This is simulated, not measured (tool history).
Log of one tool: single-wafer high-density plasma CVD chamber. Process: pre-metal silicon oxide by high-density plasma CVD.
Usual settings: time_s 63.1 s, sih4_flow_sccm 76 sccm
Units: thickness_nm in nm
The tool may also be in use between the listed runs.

run     day  time_s  sih4_flow_sccm  read-back reference wafer on the same gauge, thickness_nm  thickness_nm
  1       0    63.1              76                                                    534.652       494.326
  2   2.683    63.1              76                                                    534.973       500.478
  3   4.717    63.1              76                                                    535.947       495.803
  4   5.733    63.1              76                                                    534.574        498.56
  5   8.517    63.1              64                                                    535.274       434.837
  6  11.304    63.1              64                                                    535.273       435.302
  7  13.654    63.1              64                                                    535.068       435.939
  8  16.029    63.1              76                                                    534.714        499.41
  9  24.729    63.1              76                                                      535.4       502.199
 10  32.567    63.1              76                                                    534.953       505.223
 11  34.154    63.1              76                                                    534.356       503.662
 12  36.942    63.1              76                                                    534.964       504.907
 13  39.038    74.7              86                                                    534.513       663.376
 14  40.267    63.1              66                                                    535.442       449.194
 15  42.117    55.3              76                                                    536.025       443.632
 16  44.933    56.4              69                                                    535.044       417.956
 17  46.729    63.1              64                                                    534.894       427.977
 18  48.675    56.4              69                                                    534.495       406.123
 19  51.438    63.1              61                                                    534.575       411.073
 20  53.179    72.5              90                                                     534.69       653.008
 21  54.438    63.1              76                                                    535.574       492.555
 22      57    68.8              89                                                    535.055       615.275
 23  59.246    63.1              67                                                    533.937       444.623
 24  61.283    67.2              71                                                    534.659       496.548

Not shown: 2 entries that the log had between the listed runs. Between which runs, and how does the tool's hidden state differ before and after?
Between runs 15 and 16: gauge calibrated (day 43.017)
  delivered silane flow above the setpoint (%): 4 -> 4.16
  measured less the result without the state, thickness_nm: +14.273 -> +13.98 nm
Between runs 16 and 17: silane flow controller replaced (day 46.712)
  delivered silane flow above the setpoint (%): 4.16 -> 0.684
  measured less the result without the state, thickness_nm: +13.98 -> +2.421 nm
